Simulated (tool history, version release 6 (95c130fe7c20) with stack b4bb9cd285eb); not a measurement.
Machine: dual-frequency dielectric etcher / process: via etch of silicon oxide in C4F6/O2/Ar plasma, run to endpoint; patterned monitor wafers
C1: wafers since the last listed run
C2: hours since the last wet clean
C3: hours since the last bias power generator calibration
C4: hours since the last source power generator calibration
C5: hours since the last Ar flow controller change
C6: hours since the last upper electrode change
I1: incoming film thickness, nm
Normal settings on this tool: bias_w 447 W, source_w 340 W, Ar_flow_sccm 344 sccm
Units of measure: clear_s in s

Run 1, hour 0: usual settings; C1 0; C2 176.6; C3 4095.9; C4 1647.6; C5 4539.7; C6 4380.4; I1 135.1. Result: clear_s 33.5 s.
Run 2, hour 70.2: usual settings; C1 1369; C2 246.8; C3 4166.1; C4 1717.8; C5 4609.9; C6 4450.6; I1 132.8. Result: clear_s 32.5 s.
Run 3, hour 141.6: usual settings but bias_w 535 W; C1 1392; C2 318.2; C3 4237.5; C4 1789.2; C5 4681.3; C6 4522; I1 133. Result: clear_s 29.6 s.
At hour 187.7: wet clean of the chamber.
Run 4, hour 207.7: usual settings but bias_w 535 W; C1 821; C2 20; C3 4303.6; C4 1855.3; C5 4747.4; C6 4588.1; I1 132.1. Result: clear_s 29.9 s.
Run 5, hour 248.4: usual settings but source_w 290 W, Ar_flow_sccm 400 sccm; C1 793; C2 60.7; C3 4344.3; C4 1896; C5 4788.1; C6 4628.8; I1 134.3. Result: clear_s 35.8 s.
Run 6, hour 298.8: usual settings but source_w 290 W, Ar_flow_sccm 400 sccm; C1 982; C2 111.1; C3 4394.7; C4 1946.4; C5 4838.5; C6 4679.2; I1 133.4. Result: clear_s 35.4 s.
Run 7, hour 347.8: usual settings but source_w 310 W; C1 955; C2 160.1; C3 4443.7; C4 1995.4; C5 4887.5; C6 4728.2; I1 133.8. Result: clear_s 33.9 s.
Run 8, hour 390.3: usual settings but source_w 310 W; C1 828; C2 202.6; C3 4486.2; C4 2037.9; C5 4930; C6 4770.7; I1 133.3. Result: clear_s 33.7 s.
Run 9, hour 462.2: usual settings; C1 1402; C2 274.5; C3 4558.1; C4 2109.8; C5 5001.9; C6 4842.6; I1 134.3. Result: clear_s 32.6 s.
At hour 480.6: source power generator calibrated.
Run 10, hour 488.8: usual settings; C1 440; C2 301.1; C3 4584.7; C4 8.2; C5 5028.5; C6 4869.2; I1 135.4. Result: clear_s 33.3 s.
Run 11, hour 517.6: usual settings; C1 561; C2 329.9; C3 4613.5; C4 37; C5 5057.3; C6 4898; I1 133.2. Result: clear_s 32.5 s.
At hour 549.8: upper electrode replaced.
At hour 550.1: wet clean of the chamber.
Run 12, hour 554.4: usual settings; C1 245; C2 4.3; C3 4650.3; C4 73.8; C5 5094.1; C6 4.6; I1 133.7. Result: clear_s 33.9 s.
Run 13, hour 620.5: usual settings but bias_w 355 W, source_w 370 W, Ar_flow_sccm 300 sccm; C1 1289; C2 70.4; C3 4716.4; C4 139.9; C5 5160.2; C6 70.7; I1 134.3. Result: clear_s 36.3 s.
At hour 627.5: Ar flow controller replaced.
Run 14, hour 686.8: usual settings; C1 1176; C2 136.7; C3 4782.7; C4 206.2; C5 59.3; C6 137; I1 134.2. Result: clear_s 33.6 s.
Run 15, hour 723.9: usual settings but bias_w 393 W; C1 723; C2 173.8; C3 4819.8; C4 243.3; C5 96.4; C6 174.1; I1 133.6. Result: clear_s 35.5 s.
Run 16, hour 786.6: usual settings but bias_w 398 W, source_w 370 W; C1 1222; C2 236.5; C3 4882.5; C4 306; C5 159.1; C6 236.8; I1 134.8. Result: clear_s 34.1 s.
Run 17, hour 837: usual settings; C1 982; C2 286.9; C3 4932.9; C4 356.4; C5 209.5; C6 287.2; I1 132.5. Result: clear_s 32.6 s.
At hour 898.4: wet clean of the chamber.
Run 18, hour 898.9: usual settings but bias_w 352 W, source_w 290 W, Ar_flow_sccm 415 sccm; C1 739; C2 0.5; C3 4994.8; C4 418.3; C5 271.4; C6 349.1; I1 133.7. Result: clear_s 41.2 s.
At hour 947.1: bias power generator calibrated.
Run 19, hour 961.3: usual settings; C1 1139; C2 62.9; C3 14.2; C4 480.7; C5 333.8; C6 411.5; I1 133.8. Result: clear_s 33.4 s.
Run 20, hour 1014.3: usual settings but bias_w 545 W, source_w 400 W, Ar_flow_sccm 310 sccm; C1 1033; C2 115.9; C3 67.2; C4 533.7; C5 386.8; C6 464.5; I1 132.7. Result: clear_s 27.8 s.
Run 21, hour 1072.7: usual settings but source_w 390 W, Ar_flow_sccm 430 sccm; C1 1139; C2 174.3; C3 125.6; C4 592.1; C5 445.2; C6 522.9; I1 134.4. Result: clear_s 32.2 s.
Run 22, hour 1128.1: usual settings; C1 1080; C2 229.7; C3 181; C4 647.5; C5 500.6; C6 578.3; I1 132.5. Result: clear_s 32.7 s.
Run 23, hour 1189.1: usual settings but bias_w 356 W; C1 1189; C2 290.7; C3 242; C4 708.5; C5 561.6; C6 639.3; I1 134.7. Result: clear_s 36.9 s.
Run 24, hour 1246.5: usual settings but Ar_flow_sccm 298 sccm; C1 1119; C2 348.1; C3 299.4; C4 765.9; C5 619; C6 696.7; I1 132.1. Result: clear_s 31.8 s.

What was the tool's hidden state at every run in the log?
bias power that arrives over what is set, %: 0, the same for each run
Ar flow that arrives over what is set, %: 0, the same for each run
H1: etch rate over this chamber's usual, %
H2: source power that arrives over what is set, %
run      H1     H2
  1    1.06   3.78
  2    1.74   3.95
  3    2.43   4.13
  4    0.11   4.29
  5   0.504   4.39
  6   0.993   4.52
  7    1.47   4.64
  8    1.88   4.74
  9    2.58   4.92
 10    2.84  0.575
 11    3.11  0.646
 12   -0.43  0.737
 13   0.211  0.901
 14   0.854   1.07
 15    1.21   1.16
 16    1.82   1.31
 17    2.31   1.44
 18  -0.215   1.59
 19    0.39   1.74
 20   0.904   1.88
 21    1.47   2.02
 22    2.01   2.16
 23     2.6   2.31
 24    3.16   2.45
